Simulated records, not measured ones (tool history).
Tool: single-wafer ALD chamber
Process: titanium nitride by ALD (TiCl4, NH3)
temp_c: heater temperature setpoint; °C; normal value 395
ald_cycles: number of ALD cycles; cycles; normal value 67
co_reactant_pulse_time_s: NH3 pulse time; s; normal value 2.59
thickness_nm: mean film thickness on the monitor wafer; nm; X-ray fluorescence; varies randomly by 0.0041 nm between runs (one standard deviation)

run      day  temp_c  ald_cycles  co_reactant_pulse_time_s  wafers since the last listed run  hours since the last thermocouple change  hours since the showerhead was replaced  hours since the gauge calibration  read-back reference wafer on the same gauge, thickness_nm  thickness_nm
  1        0     395          67                      2.59                                 0                                    1048.7                                   3013.1                               1579                                                       1.27          1.41
           0  -- gauge calibrated
  2    1.796     395          67                      2.59                               177                                    1091.8                                   3056.2                               43.1                                                      1.269         1.408
  3    3.542     390          67                      3.32                               173                                    1133.7                                   3098.1                                 85                                                       1.27         1.415
  4    5.138     390          67                      3.32                               158                                      1172                                   3136.4                              123.3                                                      1.269         1.415
  5    8.467     390          67                      3.32                               329                                    1251.9                                   3216.3                              203.2                                                       1.27         1.418
  6   11.629     401          67                      2.59                               313                                    1327.8                                   3292.2                              279.1                                                       1.27         1.413
  7   15.142     401          67                      2.59                               348                                    1412.1                                   3376.5                              363.4                                                       1.27         1.416
  8   17.346     395          67                      2.59                               218                                      1465                                   3429.4                              416.3                                                       1.27         1.404
  9   20.396     395          67                      2.59                               302                                    1538.2                                   3502.6                              489.5                                                       1.27         1.396
 10   23.354     395          67                      2.59                               293                                    1609.2                                   3573.6                              560.5                                                       1.27         1.408
       35.05  -- thermocouple changed; heater temperature recalibrated
 11   35.892     395          67                      2.59                              1209                                      20.2                                   3874.5                              861.4                                                      1.269          1.41
 12   39.988     395          67                      2.59                               405                                     118.5                                   3972.8                              959.7                                                       1.27         1.396
 13   47.046     395          67                      2.59                               699                                     287.9                                   4142.2                             1129.1                                                       1.27         1.407
 14   50.904     395          67                      2.59                               382                                     380.5                                   4234.8                             1221.7                                                      1.271         1.413
 15   52.612     395          67                      2.59                               169                                     421.5                                   4275.8                             1262.7                                                       1.27         1.408
 16    54.35     395          67                      2.59                               172                                     463.2                                   4317.5                             1304.4                                                       1.27         1.399
 17   57.192     395          67                      2.59                               281                                     531.4                                   4385.7                             1372.6                                                      1.269         1.409
 18   59.912     395          67                      2.59                               269                                     596.7                                     4451                             1437.9                                                       1.27         1.402
 19   63.283     401          67                      2.91                               334                                     677.6                                   4531.9                             1518.8                                                       1.27         1.425
 20   66.417     400          72                      1.79                               310                                     752.8                                   4607.1                               1594                                                       1.27         1.492
 21   69.738     395          67                      2.59                               329                                     832.5                                   4686.8                             1673.7                                                      1.271         1.407
      74.321  -- gauge calibrated
      74.388  -- showerhead replaced
 22   74.408     408          73                      2.27                               429                                     944.6                                      0.5                                2.1                                                       1.27         1.535
 23   76.504     389          67                      2.59                               207                                     994.9                                     50.8                               52.4                                                       1.27         1.398
 24   78.758     395          67                      2.86                               223                                      1049                                    104.9                              106.5                                                      1.271         1.406
 25   82.917     406          77                      2.59                               412                                    1148.8                                    204.7                              206.3                                                       1.27         1.628
 26   85.254     385          74                      2.59                               231                                    1204.9                                    260.8                              262.4                                                       1.27         1.548
 27   89.338     383          77                      3.13                               404                                    1302.9                                    358.8                              360.4                                                       1.27         1.613
 28   92.796     384          67                      2.91                               342                                    1385.9                                    441.8                              443.4                                                       1.27         1.403
 29   96.179     401          54                      2.59                               335                                    1467.1                                      523                              524.6                                                       1.27         1.137
      97.054  -- thermocouple changed; heater temperature recalibrated
 30   99.946     409          67                      1.77                               340                                      69.4                                    613.4                                615                                                       1.27         1.401
 31  104.379     395          67                      2.59                               439                                     175.8                                    719.8                              721.4                                                       1.27         1.403
 32  106.383     395          62                      1.92                               198                                     223.9                                    767.9                              769.5                                                       1.27         1.291
 33  108.242     395          58                      2.59                               184                                     268.5                                    812.5                              814.1                                                       1.27         1.221
 34  110.388     400          71                      1.98                               212                                       320                                      864                              865.6                                                       1.27         1.481
 35  114.175     399          76                      3.38                               375                                     410.9                                    954.9                              956.5                                                       1.27         1.613
 36  117.646     395          67                      2.59                               344                                     494.2                                   1038.2                             1039.8                                                      1.269         1.404
 37  120.975     395          67                      1.93                               329                                     574.1                                   1118.1                             1119.7                                                      1.271         1.392
 38  125.329     403          79                      2.32                               431                                     678.6                                   1222.6                             1224.2                                                       1.27         1.659
 39  129.583     399          76                      3.38                               421                                     780.7                                   1324.7                             1326.3                                                       1.27         1.614

The tool's hidden state at each run:
wafer temperature above the value expected at the setpoint (K): 0 across all the runs
gauge reads high (%): 0 across all the runs

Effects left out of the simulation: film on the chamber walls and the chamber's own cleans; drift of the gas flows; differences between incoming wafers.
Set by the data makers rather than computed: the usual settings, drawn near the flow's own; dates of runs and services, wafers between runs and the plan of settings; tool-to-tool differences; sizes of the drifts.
